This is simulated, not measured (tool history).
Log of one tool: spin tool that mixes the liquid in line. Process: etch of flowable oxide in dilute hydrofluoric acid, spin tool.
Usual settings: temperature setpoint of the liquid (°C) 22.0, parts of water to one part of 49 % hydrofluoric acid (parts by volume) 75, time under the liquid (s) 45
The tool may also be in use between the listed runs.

run     day  temperature setpoint of the liquid (°C)  parts of water to one part of 49 % hydrofluoric acid (parts by volume)  time under the liquid (s)  read-back film thickness of the flowable oxide reference wafer, read on the same gauge (nm)  thickness taken off the flowable oxide on a monitor wafer (nm)
  1   0.000                                     22.0                                                                      75                         35                                                                                       120.01                                                           28.97
  2   2.004                                     22.0                                                                      75                         35                                                                                       120.00                                                           29.22
  3   2.546                                     22.0                                                                      75                         45                                                                                       120.00                                                           37.86
  4   2.946                                     22.0                                                                      75                         45                                                                                       120.00                                                           37.83
      4.242  -- thermometer replaced
  5   4.696                                     22.0                                                                      75                         45                                                                                       119.99                                                           38.01
  6   5.221                                     22.0                                                                      75                         30                                                                                       119.99                                                           25.32
  7   5.767                                     22.0                                                                      75                         45                                                                                       119.99                                                           38.00
      6.188  -- gauge calibrated
  8   7.975                                     22.0                                                                      75                         45                                                                                       120.02                                                           38.24
  9   8.542                                     22.0                                                                      75                         45                                                                                       120.00                                                           38.29
 10   8.921                                     22.0                                                                      75                         45                                                                                       120.00                                                           38.32
      9.654  -- hydrofluoric acid flow meter replaced
 11   9.675                                     19.5                                                                      75                         30                                                                                       120.00                                                           20.07
 12  10.183                                     22.0                                                                      75                         45                                                                                       120.04                                                           33.71
 13  10.871                                     20.5                                                                     110                         65                                                                                       119.98                                                           29.92
 14  11.179                                     24.5                                                                      40                         35                                                                                       120.00                                                           57.10
 15  11.908                                     19.5                                                                     110                         65                                                                                       120.00                                                           29.12

Run 16 comes next. What will it give?
 16  12.321                                     22.0                                                                      35                         45                                                                                            ?                                                               ?

read-back film thickness of the flowable oxide reference wafer, read on the same gauge (nm): 120.01
thickness taken off the flowable oxide on a monitor wafer (nm): 76.28
Without the tool's hidden state the same run would have given thickness taken off the flowable oxide on a monitor wafer (nm) 75.69.

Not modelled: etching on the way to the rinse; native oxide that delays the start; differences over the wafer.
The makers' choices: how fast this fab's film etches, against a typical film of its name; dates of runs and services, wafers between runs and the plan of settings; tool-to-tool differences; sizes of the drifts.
